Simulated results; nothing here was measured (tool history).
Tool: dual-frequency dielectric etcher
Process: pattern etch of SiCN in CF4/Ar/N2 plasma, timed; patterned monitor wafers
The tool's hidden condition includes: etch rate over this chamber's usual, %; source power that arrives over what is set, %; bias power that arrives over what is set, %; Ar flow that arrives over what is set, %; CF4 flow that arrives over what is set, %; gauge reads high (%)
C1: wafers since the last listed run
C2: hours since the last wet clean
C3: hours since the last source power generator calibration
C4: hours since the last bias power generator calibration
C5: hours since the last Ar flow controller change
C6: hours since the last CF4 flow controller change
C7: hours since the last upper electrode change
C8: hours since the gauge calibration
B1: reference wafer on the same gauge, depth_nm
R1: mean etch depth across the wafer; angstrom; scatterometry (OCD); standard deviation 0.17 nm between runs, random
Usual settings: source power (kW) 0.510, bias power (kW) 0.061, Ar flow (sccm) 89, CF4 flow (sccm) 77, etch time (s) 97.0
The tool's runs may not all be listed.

{"run": 1, "day": 0.0, "source power (kW)": 0.51, "bias power (kW)": 0.061, "Ar flow (sccm)": 89, "CF4 flow (sccm)": 77, "etch time (s)": 97.0, "C1": 0, "C2": 304.2, "C3": 2778.8, "C4": 1812.9, "C5": 839.3, "C6": 5461.3, "C7": 1538.1, "C8": 55.4, "B1": 93.8, "R1": 837}
{"run": 2, "day": 1.133, "source power (kW)": 0.51, "bias power (kW)": 0.061, "Ar flow (sccm)": 89, "CF4 flow (sccm)": 77, "etch time (s)": 97.0, "C1": 209, "C2": 331.4, "C3": 2806.0, "C4": 1840.1, "C5": 866.5, "C6": 5488.5, "C7": 1565.3, "C8": 82.6, "B1": 93.7, "R1": 835}
{"day": 3.225, "done": "wet clean of the chamber"}
{"run": 3, "day": 3.246, "source power (kW)": 0.51, "bias power (kW)": 0.061, "Ar flow (sccm)": 89, "CF4 flow (sccm)": 77, "etch time (s)": 97.0, "C1": 205, "C2": 0.5, "C3": 2856.7, "C4": 1890.8, "C5": 917.2, "C6": 5539.2, "C7": 1616.0, "C8": 133.3, "B1": 93.7, "R1": 841}
{"run": 4, "day": 4.146, "source power (kW)": 0.51, "bias power (kW)": 0.061, "Ar flow (sccm)": 89, "CF4 flow (sccm)": 73, "etch time (s)": 97.0, "C1": 166, "C2": 22.1, "C3": 2878.3, "C4": 1912.4, "C5": 938.8, "C6": 5560.8, "C7": 1637.6, "C8": 154.9, "B1": 93.7, "R1": 829}
{"run": 5, "day": 6.0, "source power (kW)": 0.51, "bias power (kW)": 0.061, "Ar flow (sccm)": 89, "CF4 flow (sccm)": 73, "etch time (s)": 97.0, "C1": 343, "C2": 66.6, "C3": 2922.8, "C4": 1956.9, "C5": 983.3, "C6": 5605.3, "C7": 1682.1, "C8": 199.4, "B1": 93.7, "R1": 833}
{"run": 6, "day": 7.579, "source power (kW)": 0.51, "bias power (kW)": 0.061, "Ar flow (sccm)": 89, "CF4 flow (sccm)": 73, "etch time (s)": 97.0, "C1": 292, "C2": 104.5, "C3": 2960.7, "C4": 1994.8, "C5": 1021.2, "C6": 5643.2, "C7": 1720.0, "C8": 237.3, "B1": 93.7, "R1": 832}
{"run": 7, "day": 9.242, "source power (kW)": 0.51, "bias power (kW)": 0.061, "Ar flow (sccm)": 89, "CF4 flow (sccm)": 77, "etch time (s)": 97.0, "C1": 307, "C2": 144.4, "C3": 3000.6, "C4": 2034.7, "C5": 1061.1, "C6": 5683.1, "C7": 1759.9, "C8": 277.2, "B1": 93.7, "R1": 834}
{"run": 8, "day": 11.7, "source power (kW)": 0.51, "bias power (kW)": 0.061, "Ar flow (sccm)": 89, "CF4 flow (sccm)": 77, "etch time (s)": 97.0, "C1": 455, "C2": 203.4, "C3": 3059.6, "C4": 2093.7, "C5": 1120.1, "C6": 5742.1, "C7": 1818.9, "C8": 336.2, "B1": 93.7, "R1": 835}
{"day": 12.617, "done": "CF4 flow controller replaced"}
{"run": 9, "day": 12.867, "source power (kW)": 0.58, "bias power (kW)": 0.061, "Ar flow (sccm)": 89, "CF4 flow (sccm)": 77, "etch time (s)": 90.5, "C1": 169, "C2": 231.4, "C3": 3087.6, "C4": 2121.7, "C5": 1148.1, "C6": 6.0, "C7": 1846.9, "C8": 364.2, "B1": 93.7, "R1": 832}
{"run": 10, "day": 14.488, "source power (kW)": 0.51, "bias power (kW)": 0.061, "Ar flow (sccm)": 89, "CF4 flow (sccm)": 77, "etch time (s)": 97.0, "C1": 300, "C2": 270.3, "C3": 3126.5, "C4": 2160.6, "C5": 1187.0, "C6": 44.9, "C7": 1885.8, "C8": 403.1, "B1": 93.7, "R1": 834}
{"run": 11, "day": 16.467, "source power (kW)": 0.51, "bias power (kW)": 0.061, "Ar flow (sccm)": 89, "CF4 flow (sccm)": 77, "etch time (s)": 97.0, "C1": 366, "C2": 317.8, "C3": 3174.0, "C4": 2208.1, "C5": 1234.5, "C6": 92.4, "C7": 1933.3, "C8": 450.6, "B1": 93.7, "R1": 830}
{"day": 17.846, "done": "wet clean of the chamber"}
{"run": 12, "day": 17.867, "source power (kW)": 0.51, "bias power (kW)": 0.061, "Ar flow (sccm)": 89, "CF4 flow (sccm)": 77, "etch time (s)": 97.0, "C1": 74, "C2": 0.5, "C3": 3207.6, "C4": 2241.7, "C5": 1268.1, "C6": 126.0, "C7": 1966.9, "C8": 484.2, "B1": 93.7, "R1": 836}
{"run": 13, "day": 20.312, "source power (kW)": 0.51, "bias power (kW)": 0.061, "Ar flow (sccm)": 89, "CF4 flow (sccm)": 77, "etch time (s)": 97.0, "C1": 452, "C2": 59.2, "C3": 3266.3, "C4": 2300.4, "C5": 1326.8, "C6": 184.7, "C7": 2025.6, "C8": 542.9, "B1": 93.7, "R1": 834}
{"run": 14, "day": 21.525, "source power (kW)": 0.51, "bias power (kW)": 0.061, "Ar flow (sccm)": 89, "CF4 flow (sccm)": 77, "etch time (s)": 97.0, "C1": 224, "C2": 88.3, "C3": 3295.4, "C4": 2329.5, "C5": 1355.9, "C6": 213.8, "C7": 2054.7, "C8": 572.0, "B1": 93.6, "R1": 835}
{"run": 15, "day": 23.279, "source power (kW)": 0.51, "bias power (kW)": 0.061, "Ar flow (sccm)": 89, "CF4 flow (sccm)": 94, "etch time (s)": 97.0, "C1": 324, "C2": 130.4, "C3": 3337.5, "C4": 2371.6, "C5": 1398.0, "C6": 255.9, "C7": 2096.8, "C8": 614.1, "B1": 93.6, "R1": 859}
{"run": 16, "day": 25.771, "source power (kW)": 0.56, "bias power (kW)": 0.061, "Ar flow (sccm)": 89, "CF4 flow (sccm)": 68, "etch time (s)": 97.0, "C1": 461, "C2": 190.2, "C3": 3397.3, "C4": 2431.4, "C5": 1457.8, "C6": 315.7, "C7": 2156.6, "C8": 673.9, "B1": 93.7, "R1": 855}
{"day": 26.171, "done": "bias power generator calibrated"}
{"day": 26.45, "done": "Ar flow controller replaced"}
{"day": 26.625, "done": "source power generator calibrated"}
{"day": 26.808, "done": "gauge calibrated"}
{"day": 26.942, "done": "upper electrode replaced"}
{"run": 17, "day": 27.142, "source power (kW)": 0.51, "bias power (kW)": 0.061, "Ar flow (sccm)": 89, "CF4 flow (sccm)": 67, "etch time (s)": 97.0, "C1": 87, "C2": 223.1, "C3": 12.4, "C4": 23.3, "C5": 16.6, "C6": 348.6, "C7": 4.8, "C8": 8.0, "B1": 93.7, "R1": 827}
{"run": 18, "day": 29.125, "source power (kW)": 0.51, "bias power (kW)": 0.061, "Ar flow (sccm)": 89, "CF4 flow (sccm)": 95, "etch time (s)": 97.0, "C1": 367, "C2": 270.7, "C3": 60.0, "C4": 70.9, "C5": 64.2, "C6": 396.2, "C7": 52.4, "C8": 55.6, "B1": 93.7, "R1": 873}
{"run": 19, "day": 31.088, "source power (kW)": 0.51, "bias power (kW)": 0.07, "Ar flow (sccm)": 89, "CF4 flow (sccm)": 77, "etch time (s)": 97.0, "C1": 363, "C2": 317.8, "C3": 107.1, "C4": 118.0, "C5": 111.3, "C6": 443.3, "C7": 99.5, "C8": 102.7, "B1": 93.8, "R1": 881}
{"day": 32.45, "done": "wet clean of the chamber"}
{"run": 20, "day": 33.596, "source power (kW)": 0.38, "bias power (kW)": 0.061, "Ar flow (sccm)": 89, "CF4 flow (sccm)": 77, "etch time (s)": 97.0, "C1": 279, "C2": 27.5, "C3": 167.3, "C4": 178.2, "C5": 171.5, "C6": 503.5, "C7": 159.7, "C8": 162.9, "B1": 93.7, "R1": 738}
{"run": 21, "day": 35.408, "source power (kW)": 0.51, "bias power (kW)": 0.061, "Ar flow (sccm)": 103, "CF4 flow (sccm)": 77, "etch time (s)": 97.0, "C1": 335, "C2": 71.0, "C3": 210.8, "C4": 221.7, "C5": 215.0, "C6": 547.0, "C7": 203.2, "C8": 206.4, "B1": 93.7, "R1": 818}

For each entry between runs, how does the tool's hidden state at the last listed run before it compare with that at the first listed run after it?
After run 2, before run 3: wet clean of the chamber (day 3.225)
  etch rate over this chamber's usual, %: -0.714 -> 0.0783; Ar flow that arrives over what is set, %: 4.85 -> 5.11
  measured less the result without the state, R1: -15 -> -10 angstrom
After run 8, before run 9: CF4 flow controller replaced (day 12.617)
  etch rate over this chamber's usual, %: -0.476 -> -0.552; Ar flow that arrives over what is set, %: 6.17 -> 6.32
  measured less the result without the state, R1: -16 -> -17 angstrom
After run 11, before run 12: wet clean of the chamber (day 17.846)
  etch rate over this chamber's usual, %: -0.788 -> -0.0388; Ar flow that arrives over what is set, %: 6.77 -> 6.94
  measured less the result without the state, R1: -20 -> -14 angstrom
After run 16, before run 17: bias power generator calibrated (day 26.171); Ar flow controller replaced (day 26.450); source power generator calibrated (day 26.625); gauge calibrated (day 26.808); upper electrode replaced (day 26.942)
  etch rate over this chamber's usual, %: -0.557 -> -0.647; Ar flow that arrives over what is set, %: 7.93 -> -0.257
  measured less the result without the state, R1: -21 -> -5 angstrom
After run 19, before run 20: wet clean of the chamber (day 32.450)
  etch rate over this chamber's usual, %: -0.905 -> -0.275; Ar flow that arrives over what is set, %: 0.238 -> 0.552
  measured less the result without the state, R1: -8 -> -3 angstrom
